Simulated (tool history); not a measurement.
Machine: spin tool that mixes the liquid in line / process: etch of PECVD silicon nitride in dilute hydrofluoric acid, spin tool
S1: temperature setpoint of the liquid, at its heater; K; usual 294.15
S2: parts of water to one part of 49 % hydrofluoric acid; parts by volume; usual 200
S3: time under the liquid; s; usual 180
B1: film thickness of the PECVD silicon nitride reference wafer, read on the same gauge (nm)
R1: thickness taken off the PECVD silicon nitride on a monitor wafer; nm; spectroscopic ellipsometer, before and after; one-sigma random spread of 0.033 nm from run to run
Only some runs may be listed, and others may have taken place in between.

run 1 hour=0 | S1=294.15 S2=200 S3=180 | B1=49.983 | R1=1.607
run 2 hour=63.5 | S1=294.15 S2=200 S3=180 | B1=49.984 | R1=1.519
-- hour=241.8 gauge calibrated
run 3 hour=261 | S1=294.15 S2=200 S3=180 | B1=50 | R1=1.54
run 4 hour=329 | S1=294.15 S2=200 S3=180 | B1=49.99 | R1=1.622
run 5 hour=390.1 | S1=294.15 S2=200 S3=180 | B1=50.014 | R1=1.56
run 6 hour=565 | S1=294.15 S2=200 S3=180 | B1=50.019 | R1=1.565
run 7 hour=601.4 | S1=294.15 S2=250 S3=125 | B1=50.004 | R1=0.895
run 8 hour=662.3 | S1=294.15 S2=250 S3=125 | B1=50.009 | R1=0.858
run 9 hour=722.8 | S1=294.15 S2=200 S3=180 | B1=50.007 | R1=1.553
run 10 hour=788 | S1=294.15 S2=200 S3=180 | B1=49.993 | R1=1.556
run 11 hour=823.7 | S1=294.15 S2=200 S3=180 | B1=49.957 | R1=1.545
run 12 hour=867.9 | S1=294.15 S2=200 S3=180 | B1=49.975 | R1=1.566
run 13 hour=930 | S1=294.15 S2=200 S3=180 | B1=49.992 | R1=1.546
run 14 hour=1082.6 | S1=290.15 S2=200 S3=275 | B1=50.015 | R1=1.771
run 15 hour=1119.3 | S1=294.15 S2=200 S3=180 | B1=49.956 | R1=1.531
-- hour=1132 hydrofluoric acid flow meter replaced
run 16 hour=1149.5 | S1=290.65 S2=200 S3=180 | B1=49.976 | R1=1.322
run 17 hour=1211.1 | S1=294.15 S2=200 S3=220 | B1=50.021 | R1=2.035
-- hour=1317.7 gauge calibrated
run 18 hour=1375.5 | S1=294.15 S2=200 S3=180 | B1=49.975 | R1=1.752
-- hour=1388.4 thermometer replaced
run 19 hour=1427 | S1=290.65 S2=200 S3=240 | B1=49.974 | R1=1.776
run 20 hour=1481.8 | S1=294.15 S2=255 S3=180 | B1=50.055 | R1=1.298
run 21 hour=1549.2 | S1=298.15 S2=285 S3=210 | B1=50.052 | R1=1.777
run 22 hour=1577.2 | S1=292.65 S2=235 S3=90 | B1=50 | R1=0.633
run 23 hour=1617.2 | S1=294.15 S2=150 S3=240 | B1=50.052 | R1=2.808
run 24 hour=1650.7 | S1=297.65 S2=155 S3=280 | B1=50.051 | R1=4.151
run 25 hour=1688.2 | S1=294.15 S2=200 S3=100 | B1=50.042 | R1=0.921
run 26 hour=1730.2 | S1=294.15 S2=200 S3=180 | B1=50.049 | R1=1.629
run 27 hour=1897.1 | S1=290.65 S2=170 S3=280 | B1=50.023 | R1=2.378

What the log doesn't show, run by run:
liquid hotter than its thermometer reads (K): 0 at every run
gauge reads high (%): 0 at every run
H1: hydrofluoric acid flow below the setpoint (%)
run=1 H1=8.35
run=2 H1=8.65
run=3 H1=9.61
run=4 H1=9.94
run=5 H1=10.2
run=6 H1=11.1
run=7 H1=11.3
run=8 H1=11.5
run=9 H1=11.8
run=10 H1=12.2
run=11 H1=12.3
run=12 H1=12.5
run=13 H1=12.8
run=14 H1=13.6
run=15 H1=13.8
run=16 H1=3.04
run=17 H1=3.34
run=18 H1=4.13
run=19 H1=4.38
run=20 H1=4.65
run=21 H1=4.97
run=22 H1=5.11
run=23 H1=5.3
run=24 H1=5.46
run=25 H1=5.65
run=26 H1=5.85
run=27 H1=6.66
